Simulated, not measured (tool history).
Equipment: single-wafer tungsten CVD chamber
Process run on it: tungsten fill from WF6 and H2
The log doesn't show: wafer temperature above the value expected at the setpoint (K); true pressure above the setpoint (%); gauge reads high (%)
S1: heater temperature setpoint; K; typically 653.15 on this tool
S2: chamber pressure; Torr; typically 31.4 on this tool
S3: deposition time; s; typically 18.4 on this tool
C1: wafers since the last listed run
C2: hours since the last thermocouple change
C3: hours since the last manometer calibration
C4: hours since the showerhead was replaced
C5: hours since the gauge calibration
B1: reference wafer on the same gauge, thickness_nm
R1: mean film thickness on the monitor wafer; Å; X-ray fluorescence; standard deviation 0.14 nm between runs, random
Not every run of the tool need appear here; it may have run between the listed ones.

run,hour,S1,S2,S3,C1,C2,C3,C4,C5,B1,R1
1,0,649.15,28,18.4,0,587.2,461.8,4131.8,8.9,37.833,310.16
2,44,649.15,28,18.4,1888,631.2,505.8,4175.8,52.9,37.783,308.78
3,123.4,649.15,28,18.4,3408,710.6,585.2,4255.2,132.3,37.843,310.25
4,184.3,657.15,31.4,18.4,2614,771.5,646.1,4316.1,193.2,37.759,393.41
5,248.3,653.15,31.4,18.4,2747,835.5,710.1,4380.1,257.2,37.801,359.7
6,316,653.15,31.4,18.4,2906,903.2,777.8,4447.8,324.9,37.804,361.99
7,410.4,653.15,31.4,18.4,4052,997.6,872.2,4542.2,419.3,37.816,360.6
8,467.7,653.15,31.4,18.4,2459,1054.9,929.5,4599.5,476.6,37.844,361.19
9,529.4,653.15,31.4,18.4,2648,1116.6,991.2,4661.2,538.3,37.802,364.83
10,613.4,653.15,31.4,18.4,3606,1200.6,1075.2,4745.2,622.3,37.791,363.19
11,661.1,653.15,31.4,18.4,2047,1248.3,1122.9,4792.9,670,37.795,365.28
12,709.3,658.15,31.4,21.5,2069,1296.5,1171.1,4841.1,718.2,37.808,478.11
13,778.4,653.15,39.2,18.4,2966,1365.6,1240.2,4910.2,787.3,37.806,410.59
# hour 914.1: capacitance manometer re-zeroed and calibrated
# hour 976.2: showerhead replaced
14,1079.3,653.15,31.4,18.4,12230,1666.5,165.2,103.1,1088.2,37.814,370.88
15,1138.6,653.15,33.9,18.4,2545,1725.8,224.5,162.4,1147.5,37.828,388.92
16,1213.4,653.15,35,16,3211,1800.6,299.3,237.2,1222.3,37.777,340.71
# hour 1248: thermocouple changed; heater temperature recalibrated
# hour 1264.1: gauge calibrated
17,1289.7,653.15,31.4,18.4,2932,41.7,375.6,313.5,25.6,37.815,357.49
18,1336.4,653.15,31.4,20.7,2004,88.4,422.3,360.2,72.3,37.812,401.91
19,1381.3,664.15,27.8,14.8,1927,133.3,467.2,405.1,117.2,37.805,337.76
20,1478.6,646.15,23.8,15.3,4177,230.6,564.5,502.4,214.5,37.786,216.12
21,1516.7,660.15,27.4,21.4,1635,268.7,602.6,540.5,252.6,37.788,447.22
22,1559.5,648.15,37.5,16.3,1837,311.5,645.4,583.3,295.4,37.79,315.68
23,1608.1,649.15,26.9,16.9,2086,360.1,694,631.9,344,37.801,276.86

Branching from run 23: 4 alternative next runs. What would each branch give?
A,1608.5,653.15,31.4,18.4,17,360.5,694.4,632.3,344.4,?,?
B,1608.5,653.15,34.3,18.4,17,360.5,694.4,632.3,344.4,?,?
C,1608.5,668.15,24.7,18.4,17,360.5,694.4,632.3,344.4,?,?
D,1608.5,653.15,24.6,19.6,17,360.5,694.4,632.3,344.4,?,?

run,B1,R1
A,37.753,358.41
B,37.753,376.51
C,37.753,426.1
D,37.753,331.07
Stripped of hidden state, with their random variation kept, the same runs would have yielded:
run,R1
A,352.75
B,370.56
C,419.9
D,325.85

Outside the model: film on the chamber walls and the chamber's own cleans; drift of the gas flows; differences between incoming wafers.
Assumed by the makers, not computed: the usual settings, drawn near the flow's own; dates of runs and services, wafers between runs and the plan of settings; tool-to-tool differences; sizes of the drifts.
